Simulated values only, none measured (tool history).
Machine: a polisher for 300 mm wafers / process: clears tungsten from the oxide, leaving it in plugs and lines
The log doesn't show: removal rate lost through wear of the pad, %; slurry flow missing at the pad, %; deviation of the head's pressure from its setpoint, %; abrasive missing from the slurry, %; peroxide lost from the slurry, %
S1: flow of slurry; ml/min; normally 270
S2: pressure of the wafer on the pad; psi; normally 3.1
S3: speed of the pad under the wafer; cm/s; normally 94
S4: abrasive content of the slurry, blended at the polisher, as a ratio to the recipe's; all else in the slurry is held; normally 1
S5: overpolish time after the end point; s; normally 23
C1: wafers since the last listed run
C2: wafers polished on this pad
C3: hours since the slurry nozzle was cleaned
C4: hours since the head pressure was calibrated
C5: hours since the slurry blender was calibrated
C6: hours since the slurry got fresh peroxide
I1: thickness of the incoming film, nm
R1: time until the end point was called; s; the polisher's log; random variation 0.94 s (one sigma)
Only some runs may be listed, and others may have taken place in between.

{"run": 1, "hour": 0.0, "S1": 270, "S2": 3.1, "S3": 94, "S4": 1, "S5": 23, "C1": 0, "C2": 2496, "C3": 462.2, "C4": 348.5, "C5": 535.5, "C6": 344.9, "I1": 405, "R1": 101}
{"hour": 4.3, "done": "slurry blender recalibrated"}
{"run": 2, "hour": 38.4, "S1": 270, "S2": 3.1, "S3": 94, "S4": 1, "S5": 23, "C1": 378, "C2": 2874, "C3": 500.6, "C4": 386.9, "C5": 34.1, "C6": 383.3, "I1": 404.3, "R1": 101.6}
{"hour": 93.5, "done": "slurry nozzle cleaned"}
{"run": 3, "hour": 107.5, "S1": 195, "S2": 3.1, "S3": 94, "S4": 1, "S5": 23, "C1": 707, "C2": 3582, "C3": 14, "C4": 456, "C5": 103.2, "C6": 452.4, "I1": 415.6, "R1": 104.8}
{"hour": 160.7, "done": "slurry tank refilled with fresh slurry and peroxide"}
{"run": 4, "hour": 180.2, "S1": 195, "S2": 3.1, "S3": 94, "S4": 1, "S5": 23, "C1": 745, "C2": 4327, "C3": 86.7, "C4": 528.7, "C5": 175.9, "C6": 19.5, "I1": 410.6, "R1": 102.3}
{"run": 5, "hour": 227.7, "S1": 270, "S2": 2.4, "S3": 94, "S4": 1, "S5": 23, "C1": 493, "C2": 4821, "C3": 134.2, "C4": 576.2, "C5": 223.4, "C6": 67, "I1": 408.3, "R1": 127.1}
{"hour": 268.3, "done": "worn pad replaced by a new one"}
{"run": 6, "hour": 295.5, "S1": 270, "S2": 3.1, "S3": 94, "S4": 1, "S5": 29, "C1": 662, "C2": 282, "C3": 202, "C4": 644, "C5": 291.2, "C6": 134.8, "I1": 410.2, "R1": 99.7}
{"run": 7, "hour": 394.4, "S1": 270, "S2": 3.1, "S3": 94, "S4": 1, "S5": 23, "C1": 1027, "C2": 1310, "C3": 300.9, "C4": 742.9, "C5": 390.1, "C6": 233.7, "I1": 400.4, "R1": 98}
{"hour": 415.1, "done": "head pressure recalibrated"}
{"hour": 464.1, "done": "slurry blender recalibrated"}
{"run": 8, "hour": 470.3, "S1": 270, "S2": 3.1, "S3": 94, "S4": 1, "S5": 23, "C1": 747, "C2": 2057, "C3": 376.8, "C4": 55.2, "C5": 6.2, "C6": 309.6, "I1": 408, "R1": 102}
{"run": 9, "hour": 526.7, "S1": 270, "S2": 3.1, "S3": 94, "S4": 1, "S5": 18, "C1": 586, "C2": 2643, "C3": 433.2, "C4": 111.6, "C5": 62.6, "C6": 366, "I1": 403.3, "R1": 101.1}
{"run": 10, "hour": 564.4, "S1": 270, "S2": 3.1, "S3": 78, "S4": 1, "S5": 23, "C1": 391, "C2": 3035, "C3": 470.9, "C4": 149.3, "C5": 100.3, "C6": 403.7, "I1": 407.7, "R1": 114.6}
{"run": 11, "hour": 647.1, "S1": 270, "S2": 3.1, "S3": 94, "S4": 1.2, "S5": 23, "C1": 859, "C2": 3894, "C3": 553.6, "C4": 232, "C5": 183, "C6": 486.4, "I1": 415, "R1": 100.4}
{"hour": 688.2, "done": "slurry nozzle cleaned"}
{"hour": 708.6, "done": "slurry tank refilled with fresh slurry and peroxide"}
{"run": 12, "hour": 719.3, "S1": 270, "S2": 3.1, "S3": 94, "S4": 1, "S5": 23, "C1": 729, "C2": 4624, "C3": 31.1, "C4": 304.2, "C5": 255.2, "C6": 10.7, "I1": 412.3, "R1": 97.4}
{"hour": 791.3, "done": "worn pad replaced by a new one"}
{"run": 13, "hour": 796.2, "S1": 185, "S2": 3.1, "S3": 94, "S4": 0.85, "S5": 23, "C1": 757, "C2": 51, "C3": 108, "C4": 381.1, "C5": 332.1, "C6": 87.6, "I1": 412.8, "R1": 113}
{"run": 14, "hour": 853.7, "S1": 270, "S2": 3.1, "S3": 94, "S4": 1, "S5": 23, "C1": 597, "C2": 648, "C3": 165.5, "C4": 438.6, "C5": 389.6, "C6": 145.1, "I1": 419.1, "R1": 101.1}
{"run": 15, "hour": 953.6, "S1": 205, "S2": 3.1, "S3": 84, "S4": 1.25, "S5": 9, "C1": 1038, "C2": 1686, "C3": 265.4, "C4": 538.5, "C5": 489.5, "C6": 245, "I1": 409.9, "R1": 104.2}
{"hour": 1003.5, "done": "slurry blender recalibrated"}
{"run": 16, "hour": 1056.2, "S1": 185, "S2": 3.8, "S3": 94, "S4": 1, "S5": 33, "C1": 1045, "C2": 2732, "C3": 368, "C4": 641.1, "C5": 52.7, "C6": 347.6, "I1": 408.9, "R1": 88.8}
{"hour": 1176.9, "done": "head pressure recalibrated"}
{"run": 17, "hour": 1178.2, "S1": 270, "S2": 3.1, "S3": 76, "S4": 0.7, "S5": 14, "C1": 1247, "C2": 3979, "C3": 490, "C4": 1.3, "C5": 174.7, "C6": 469.6, "I1": 406.6, "R1": 138.8}
{"run": 18, "hour": 1217.9, "S1": 345, "S2": 2.1, "S3": 94, "S4": 0.8, "S5": 23, "C1": 412, "C2": 4391, "C3": 529.7, "C4": 41, "C5": 214.4, "C6": 509.3, "I1": 411.6, "R1": 161.5}
{"hour": 1279.3, "done": "slurry tank refilled with fresh slurry and peroxide"}
{"hour": 1295.6, "done": "slurry nozzle cleaned"}
{"run": 19, "hour": 1308.4, "S1": 270, "S2": 3.1, "S3": 70, "S4": 1.3, "S5": 31, "C1": 919, "C2": 5311, "C3": 12.8, "C4": 131.5, "C5": 304.9, "C6": 29.1, "I1": 410.9, "R1": 107.3}
{"hour": 1330.7, "done": "worn pad replaced by a new one"}
{"run": 20, "hour": 1349.9, "S1": 270, "S2": 3.1, "S3": 112, "S4": 1, "S5": 23, "C1": 389, "C2": 199, "C3": 54.3, "C4": 173, "C5": 346.4, "C6": 70.6, "I1": 412.9, "R1": 85.7}
{"run": 21, "hour": 1438.7, "S1": 210, "S2": 3.5, "S3": 94, "S4": 1, "S5": 23, "C1": 922, "C2": 1122, "C3": 143.1, "C4": 261.8, "C5": 435.2, "C6": 159.4, "I1": 412.1, "R1": 89}
{"hour": 1524.3, "done": "slurry blender recalibrated"}
{"run": 22, "hour": 1525.0, "S1": 270, "S2": 3.1, "S3": 94, "S4": 1, "S5": 23, "C1": 876, "C2": 1998, "C3": 229.4, "C4": 348.1, "C5": 0.7, "C6": 245.7, "I1": 414.7, "R1": 101}
{"run": 23, "hour": 1571.3, "S1": 270, "S2": 4, "S3": 94, "S4": 1.25, "S5": 19, "C1": 481, "C2": 2479, "C3": 275.7, "C4": 394.4, "C5": 47, "C6": 292, "I1": 415.6, "R1": 72.8}
{"run": 24, "hour": 1648.5, "S1": 270, "S2": 2.3, "S3": 94, "S4": 1, "S5": 31, "C1": 802, "C2": 3282, "C3": 352.9, "C4": 471.6, "C5": 124.2, "C6": 369.2, "I1": 408.2, "R1": 137.5}
{"run": 25, "hour": 1749.6, "S1": 315, "S2": 3.1, "S3": 94, "S4": 1, "S5": 23, "C1": 1050, "C2": 4332, "C3": 454, "C4": 572.7, "C5": 225.3, "C6": 470.3, "I1": 415.4, "R1": 99.3}
{"hour": 1840.8, "done": "slurry tank refilled with fresh slurry and peroxide"}
{"hour": 1853.6, "done": "head pressure recalibrated"}
{"run": 26, "hour": 1854.1, "S1": 245, "S2": 3.6, "S3": 126, "S4": 1, "S5": 23, "C1": 1054, "C2": 5387, "C3": 558.5, "C4": 0.5, "C5": 329.8, "C6": 13.3, "I1": 409.9, "R1": 72.8}

Predict each of these 4 candidate next runs independently; none follows another, all start after run 26:
{"run": "A", "hour": 1854.6, "S1": 270, "S2": 3.1, "S3": 94, "S4": 1, "S5": 23, "C1": 5, "C2": 5392, "C3": 559, "C4": 1, "C5": 330.3, "C6": 13.8, "I1": 413.7, "R1": "?"}
{"run": "B", "hour": 1854.6, "S1": 270, "S2": 4, "S3": 104, "S4": 1.1, "S5": 15, "C1": 5, "C2": 5392, "C3": 559, "C4": 1, "C5": 330.3, "C6": 13.8, "I1": 413.7, "R1": "?"}
{"run": "C", "hour": 1854.6, "S1": 270, "S2": 3.1, "S3": 94, "S4": 1, "S5": 32, "C1": 5, "C2": 5392, "C3": 559, "C4": 1, "C5": 330.3, "C6": 13.8, "I1": 413.7, "R1": "?"}
{"run": "D", "hour": 1854.6, "S1": 270, "S2": 3.1, "S3": 120, "S4": 1.1, "S5": 23, "C1": 5, "C2": 5392, "C3": 559, "C4": 1, "C5": 330.3, "C6": 13.8, "I1": 413.7, "R1": "?"}

run=A R1=104.6
run=B R1=72.6
run=C R1=104.6
run=D R1=84.1
With no hidden state in the tool, these same runs would have given:
run=A R1=96.9
run=B R1=67.2
run=C R1=96.9
run=D R1=77.9
